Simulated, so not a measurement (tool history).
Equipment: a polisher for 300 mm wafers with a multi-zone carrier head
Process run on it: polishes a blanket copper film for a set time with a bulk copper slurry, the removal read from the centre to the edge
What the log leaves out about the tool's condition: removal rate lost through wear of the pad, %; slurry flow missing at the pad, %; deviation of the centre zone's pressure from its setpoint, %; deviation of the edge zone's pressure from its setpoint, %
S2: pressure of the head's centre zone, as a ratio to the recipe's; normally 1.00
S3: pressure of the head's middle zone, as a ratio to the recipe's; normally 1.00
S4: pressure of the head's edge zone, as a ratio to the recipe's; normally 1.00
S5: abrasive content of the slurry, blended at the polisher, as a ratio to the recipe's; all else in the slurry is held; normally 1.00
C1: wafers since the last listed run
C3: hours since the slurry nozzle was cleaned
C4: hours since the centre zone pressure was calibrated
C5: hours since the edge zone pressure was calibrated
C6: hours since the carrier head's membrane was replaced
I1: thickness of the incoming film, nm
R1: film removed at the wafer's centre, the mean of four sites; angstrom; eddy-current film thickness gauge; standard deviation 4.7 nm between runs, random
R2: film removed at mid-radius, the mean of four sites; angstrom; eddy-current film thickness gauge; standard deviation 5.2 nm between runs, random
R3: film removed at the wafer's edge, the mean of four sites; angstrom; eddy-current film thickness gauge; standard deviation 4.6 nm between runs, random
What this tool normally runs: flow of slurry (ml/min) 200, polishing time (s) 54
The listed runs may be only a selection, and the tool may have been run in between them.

run 1 hour=0.0 | flow_of_slurry_(ml/min)=200 S2=1.00 S3=1.08 S4=1.00 S5=1.00 polishing_time_(s)=54 | C1=0 wafers_polished_on_this_pad=5077 C3=168.0 C4=495.1 C5=45.4 C6=1054.7 | I1=2067.4 | R1=6257 R2=6660 R3=6446
run 2 hour=80.8 | flow_of_slurry_(ml/min)=200 S2=1.00 S3=1.00 S4=1.00 S5=1.00 polishing_time_(s)=54 | C1=1094 wafers_polished_on_this_pad=6171 C3=248.8 C4=575.9 C5=126.2 C6=1135.5 | I1=2029.6 | R1=6183 R2=6243 R3=6370
run 3 hour=161.6 | flow_of_slurry_(ml/min)=255 S2=1.00 S3=1.11 S4=1.04 S5=1.00 polishing_time_(s)=54 | C1=1094 wafers_polished_on_this_pad=7266 C3=329.6 C4=656.7 C5=207.0 C6=1216.3 | I1=2047.8 | R1=6394 R2=7083 R3=6686
-- hour=218.7 centre zone pressure recalibrated
run 4 hour=234.3 | flow_of_slurry_(ml/min)=200 S2=1.07 S3=1.00 S4=0.95 S5=0.75 polishing_time_(s)=40 | C1=957 wafers_polished_on_this_pad=8223 C3=402.3 C4=15.6 C5=279.7 C6=1289.0 | I1=2079.2 | R1=4702 R2=4438 R3=4361
run 5 hour=299.1 | flow_of_slurry_(ml/min)=200 S2=1.00 S3=1.00 S4=1.00 S5=1.00 polishing_time_(s)=54 | C1=877 wafers_polished_on_this_pad=9100 C3=467.1 C4=80.4 C5=344.5 C6=1353.8 | I1=2080.9 | R1=6004 R2=5993 R3=6263
-- hour=360.7 worn pad replaced by a new one
run 6 hour=402.8 | flow_of_slurry_(ml/min)=265 S2=1.00 S3=1.00 S4=1.07 S5=1.00 polishing_time_(s)=54 | C1=1350 wafers_polished_on_this_pad=570 C3=570.8 C4=184.1 C5=448.2 C6=1457.5 | I1=2073.5 | R1=6328 R2=6283 R3=6564
run 7 hour=501.7 | flow_of_slurry_(ml/min)=200 S2=1.05 S3=1.00 S4=1.00 S5=1.00 polishing_time_(s)=54 | C1=1339 wafers_polished_on_this_pad=1909 C3=669.7 C4=283.0 C5=547.1 C6=1556.4 | I1=2055.2 | R1=6095 R2=5878 R3=6055
-- hour=503.1 slurry nozzle cleaned
run 8 hour=567.5 | flow_of_slurry_(ml/min)=150 S2=1.00 S3=0.94 S4=1.00 S5=1.25 polishing_time_(s)=54 | C1=877 wafers_polished_on_this_pad=2786 C3=64.4 C4=348.8 C5=612.9 C6=1622.2 | I1=2042.3 | R1=6115 R2=5948 R3=6328
run 9 hour=622.1 | flow_of_slurry_(ml/min)=225 S2=1.00 S3=1.04 S4=1.00 S5=1.00 polishing_time_(s)=48 | C1=739 wafers_polished_on_this_pad=3526 C3=119.0 C4=403.4 C5=667.5 C6=1676.8 | I1=2061.0 | R1=5674 R2=5862 R3=5867
run 10 hour=724.1 | flow_of_slurry_(ml/min)=200 S2=1.09 S3=1.09 S4=1.09 S5=1.00 polishing_time_(s)=49 | C1=1381 wafers_polished_on_this_pad=4907 C3=221.0 C4=505.4 C5=769.5 C6=1778.8 | I1=2069.7 | R1=6165 R2=6118 R3=6015
-- hour=774.7 carrier head's membrane replaced by a new one
run 11 hour=781.6 | flow_of_slurry_(ml/min)=200 S2=1.00 S3=1.00 S4=1.00 S5=1.00 polishing_time_(s)=35 | C1=710 wafers_polished_on_this_pad=5618 C3=278.5 C4=562.9 C5=827.0 C6=6.9 | I1=2084.2 | R1=4012 R2=4002 R3=4094
run 12 hour=827.3 | flow_of_slurry_(ml/min)=200 S2=1.00 S3=1.00 S4=1.00 S5=1.00 polishing_time_(s)=54 | C1=618 wafers_polished_on_this_pad=6237 C3=324.2 C4=608.6 C5=872.7 C6=52.6 | I1=2066.5 | R1=6103 R2=6134 R3=6298
-- hour=859.5 centre zone pressure recalibrated
run 13 hour=875.7 | flow_of_slurry_(ml/min)=255 S2=1.00 S3=1.07 S4=1.10 S5=1.00 polishing_time_(s)=54 | C1=628 wafers_polished_on_this_pad=6865 C3=372.6 C4=16.2 C5=921.1 C6=101.0 | I1=2081.1 | R1=6397 R2=6789 R3=6867
-- hour=919.6 worn pad replaced by a new one
run 14 hour=970.3 | flow_of_slurry_(ml/min)=200 S2=1.08 S3=1.00 S4=1.10 S5=1.00 polishing_time_(s)=54 | C1=1226 wafers_polished_on_this_pad=686 C3=467.2 C4=110.8 C5=1015.7 C6=195.6 | I1=2079.4 | R1=6474 R2=6024 R3=6482
run 15 hour=1053.2 | flow_of_slurry_(ml/min)=200 S2=1.00 S3=1.00 S4=1.00 S5=1.00 polishing_time_(s)=54 | C1=1122 wafers_polished_on_this_pad=1808 C3=550.1 C4=193.7 C5=1098.6 C6=278.5 | I1=2055.0 | R1=5843 R2=5954 R3=6226
run 16 hour=1137.5 | flow_of_slurry_(ml/min)=200 S2=1.00 S3=1.00 S4=1.00 S5=1.00 polishing_time_(s)=45 | C1=1141 wafers_polished_on_this_pad=2950 C3=634.4 C4=278.0 C5=1182.9 C6=362.8 | I1=2054.9 | R1=4809 R2=4858 R3=5073
run 17 hour=1187.3 | flow_of_slurry_(ml/min)=200 S2=1.00 S3=1.00 S4=1.00 S5=1.00 polishing_time_(s)=54 | C1=674 wafers_polished_on_this_pad=3624 C3=684.2 C4=327.8 C5=1232.7 C6=412.6 | I1=2063.7 | R1=5723 R2=5730 R3=6126
-- hour=1233.3 slurry nozzle cleaned
run 18 hour=1247.0 | flow_of_slurry_(ml/min)=170 S2=1.00 S3=1.00 S4=1.00 S5=1.00 polishing_time_(s)=54 | C1=794 wafers_polished_on_this_pad=4419 C3=13.7 C4=387.5 C5=1292.4 C6=472.3 | I1=2083.0 | R1=6158 R2=6235 R3=6393
-- hour=1275.7 edge zone pressure recalibrated
run 19 hour=1303.7 | flow_of_slurry_(ml/min)=140 S2=1.00 S3=0.89 S4=1.00 S5=1.00 polishing_time_(s)=54 | C1=740 wafers_polished_on_this_pad=5160 C3=70.4 C4=444.2 C5=28.0 C6=529.0 | I1=2066.1 | R1=5807 R2=5353 R3=6123
run 20 hour=1385.0 | flow_of_slurry_(ml/min)=200 S2=1.00 S3=1.00 S4=1.06 S5=1.00 polishing_time_(s)=38 | C1=1100 wafers_polished_on_this_pad=6261 C3=151.7 C4=525.5 C5=109.3 C6=610.3 | I1=2069.7 | R1=4432 R2=4499 R3=4698
run 21 hour=1474.1 | flow_of_slurry_(ml/min)=200 S2=1.00 S3=1.00 S4=1.00 S5=1.00 polishing_time_(s)=54 | C1=1206 wafers_polished_on_this_pad=7467 C3=240.8 C4=614.6 C5=198.4 C6=699.4 | I1=2094.3 | R1=6206 R2=6284 R3=6281

Here are 4 independent what-if runs from the current tool condition. What would each one return?
run A hour=1474.5 | flow_of_slurry_(ml/min)=200 S2=1.07 S3=1.00 S4=1.00 S5=1.00 polishing_time_(s)=54 | C1=5 wafers_polished_on_this_pad=7473 C3=241.2 C4=615.0 C5=198.8 C6=699.8 | I1=2035.9 | R1=? R2=? R3=?
run B hour=1474.5 | flow_of_slurry_(ml/min)=200 S2=1.00 S3=0.95 S4=1.05 S5=1.00 polishing_time_(s)=54 | C1=5 wafers_polished_on_this_pad=7473 C3=241.2 C4=615.0 C5=198.8 C6=699.8 | I1=2035.9 | R1=? R2=? R3=?
run C hour=1474.5 | flow_of_slurry_(ml/min)=255 S2=1.00 S3=1.00 S4=1.03 S5=1.00 polishing_time_(s)=54 | C1=5 wafers_polished_on_this_pad=7473 C3=241.2 C4=615.0 C5=198.8 C6=699.8 | I1=2035.9 | R1=? R2=? R3=?
run D hour=1474.5 | flow_of_slurry_(ml/min)=200 S2=1.00 S3=1.00 S4=1.00 S5=1.00 polishing_time_(s)=66 | C1=5 wafers_polished_on_this_pad=7473 C3=241.2 C4=615.0 C5=198.8 C6=699.8 | I1=2035.9 | R1=? R2=? R3=?

run=A R1=6696 R2=6225 R3=6392
run=B R1=6253 R2=5964 R3=6551
run=C R1=6533 R2=6474 R3=6674
run=D R1=7645 R2=7611 R3=7813
What these runs would have given with no unlogged condition in the tool:
run=A R1=6880 R2=6377 R3=6507
run=B R1=6424 R2=6110 R3=6668
run=C R1=6670 R2=6597 R3=6768
run=D R1=7854 R2=7797 R3=7953
